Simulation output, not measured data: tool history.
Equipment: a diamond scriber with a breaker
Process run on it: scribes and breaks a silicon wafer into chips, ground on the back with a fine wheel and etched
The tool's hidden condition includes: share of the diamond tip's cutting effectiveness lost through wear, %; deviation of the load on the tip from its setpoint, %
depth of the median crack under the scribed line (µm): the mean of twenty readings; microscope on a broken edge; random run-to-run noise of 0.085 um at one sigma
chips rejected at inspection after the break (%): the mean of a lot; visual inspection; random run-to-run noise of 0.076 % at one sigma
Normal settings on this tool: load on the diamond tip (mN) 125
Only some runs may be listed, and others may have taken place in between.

| run | hour | load on the diamond tip (mN) | wafers since the last listed run | hours since the diamond tip was replaced | hours since the load on the tip was calibrated | incoming depth of the damage left on the back of the incoming wafer, um | depth of the median crack under the scribed line (µm) | chips rejected at inspection after the break (%) |
|---|---|---|---|---|---|---|---|---|
| 1 | 0.0 | 125 | 0 | 113.3 | 730.6 | 0.75 | 9.61 | 1.69 |
| 2 | 76.1 | 125 | 150 | 189.4 | 806.7 | 0.59 | 9.46 | 1.65 |
| 3 | 168.7 | 125 | 182 | 282.0 | 899.3 | 0.34 | 9.56 | 1.75 |
| 4 | 248.1 | 125 | 156 | 361.4 | 978.7 | 0.54 | 9.39 | 1.79 |
| 5 | 322.1 | 125 | 146 | 435.4 | 1052.7 | 0.33 | 9.15 | 1.94 |
| 6 | 414.7 | 125 | 182 | 528.0 | 1145.3 | 0.42 | 9.02 | 2.23 |
|  | 434.2 | diamond tip replaced by a new one |
| 7 | 519.0 | 113 | 201 | 84.8 | 1249.6 | 0.67 | 8.80 | 2.66 |
| 8 | 618.7 | 113 | 196 | 184.5 | 1349.3 | 0.74 | 8.88 | 2.79 |
| 9 | 698.3 | 125 | 157 | 264.1 | 1428.9 | 0.72 | 9.48 | 1.88 |
| 10 | 763.7 | 125 | 129 | 329.5 | 1494.3 | 0.66 | 9.29 | 1.89 |
| 11 | 823.7 | 125 | 118 | 389.5 | 1554.3 | 0.32 | 9.41 | 2.10 |
|  | 849.0 | load on the tip recalibrated |
| 12 | 867.6 | 125 | 82 | 433.4 | 18.6 | 0.76 | 9.35 | 2.04 |
| 13 | 936.6 | 125 | 136 | 502.4 | 87.6 | 0.59 | 9.22 | 2.31 |
|  | 970.6 | diamond tip replaced by a new one |
| 14 | 1017.7 | 125 | 156 | 47.1 | 168.7 | 0.76 | 9.47 | 1.64 |
| 15 | 1080.3 | 105 | 123 | 109.7 | 231.3 | 0.42 | 8.53 | 3.91 |
| 16 | 1162.5 | 139 | 162 | 191.9 | 313.5 | 0.78 | 10.52 | 2.44 |
| 17 | 1216.7 | 125 | 106 | 246.1 | 367.7 | 0.79 | 9.38 | 1.77 |
| 18 | 1303.0 | 125 | 170 | 332.4 | 454.0 | 0.64 | 9.35 | 1.78 |
| 19 | 1378.5 | 161 | 148 | 407.9 | 529.5 | 0.56 | 11.07 | 4.69 |
| 20 | 1459.8 | 151 | 160 | 489.2 | 610.8 | 0.80 | 10.33 | 2.47 |
|  | 1505.3 | diamond tip replaced by a new one |
| 21 | 1556.5 | 125 | 186 | 51.2 | 707.5 | 0.35 | 9.56 | 1.67 |
| 22 | 1633.9 | 94 | 152 | 128.6 | 784.9 | 0.60 | 7.76 | 7.35 |
| 23 | 1722.4 | 102 | 174 | 217.1 | 873.4 | 0.65 | 8.13 | 4.79 |
| 24 | 1762.1 | 158 | 78 | 256.8 | 913.1 | 0.45 | 11.20 | 5.02 |
| 25 | 1861.1 | 125 | 195 | 355.8 | 1012.1 | 0.77 | 9.28 | 1.74 |
| 26 | 1966.2 | 125 | 207 | 460.9 | 1117.2 | 0.51 | 9.09 | 2.10 |
|  | 2052.4 | diamond tip replaced by a new one |
| 27 | 2067.1 | 89 | 195 | 14.7 | 1218.1 | 0.45 | 7.47 | 10.52 |
| 28 | 2157.8 | 125 | 178 | 105.4 | 1308.8 | 0.60 | 9.49 | 1.77 |
|  | 2231.1 | load on the tip recalibrated |
| 29 | 2231.6 | 125 | 141 | 179.2 | 0.5 | 0.52 | 9.29 | 1.85 |
| 30 | 2277.4 | 97 | 90 | 225.0 | 46.3 | 0.72 | 7.88 | 7.35 |
| 31 | 2355.7 | 140 | 154 | 303.3 | 124.6 | 0.49 | 10.20 | 2.14 |
| 32 | 2454.0 | 159 | 193 | 401.6 | 222.9 | 0.57 | 10.71 | 3.91 |
| 33 | 2539.1 | 125 | 167 | 486.7 | 308.0 | 0.51 | 8.93 | 2.46 |
| 34 | 2644.8 | 111 | 208 | 592.4 | 413.7 | 0.71 | 7.93 | 6.24 |
|  | 2672.7 | diamond tip replaced by a new one |
| 35 | 2711.5 | 135 | 127 | 38.8 | 480.4 | 0.56 | 10.03 | 1.99 |
| 36 | 2755.0 | 125 | 85 | 82.3 | 523.9 | 0.43 | 9.63 | 1.65 |
| 37 | 2803.8 | 160 | 96 | 131.1 | 572.7 | 0.73 | 11.29 | 4.84 |

Predict each of these 5 candidate next runs independently; none follows another, all start after run 37:
| A | 2804.5 | 125 | 1 | 131.8 | 573.4 | 0.59 | ? | ? |
| B | 2804.5 | 152 | 1 | 131.8 | 573.4 | 0.59 | ? | ? |
| C | 2804.5 | 100 | 1 | 131.8 | 573.4 | 0.59 | ? | ? |
| D | 2804.5 | 162 | 1 | 131.8 | 573.4 | 0.59 | ? | ? |
| E | 2804.5 | 96 | 1 | 131.8 | 573.4 | 0.59 | ? | ? |

| run | depth of the median crack under the scribed line (µm) | chips rejected at inspection after the break (%) |
|---|---|---|
| A | 9.69 | 1.68 |
| B | 11.15 | 3.76 |
| C | 8.23 | 5.37 |
| D | 11.67 | 5.44 |
| E | 7.99 | 6.74 |
With no hidden state in the tool, these same runs would have given:
| run | depth of the median crack under the scribed line (µm) | chips rejected at inspection after the break (%) |
|---|---|---|
| A | 9.79 | 1.67 |
| B | 11.27 | 4.10 |
| C | 8.32 | 4.95 |
| D | 11.79 | 5.89 |
| E | 8.07 | 6.25 |
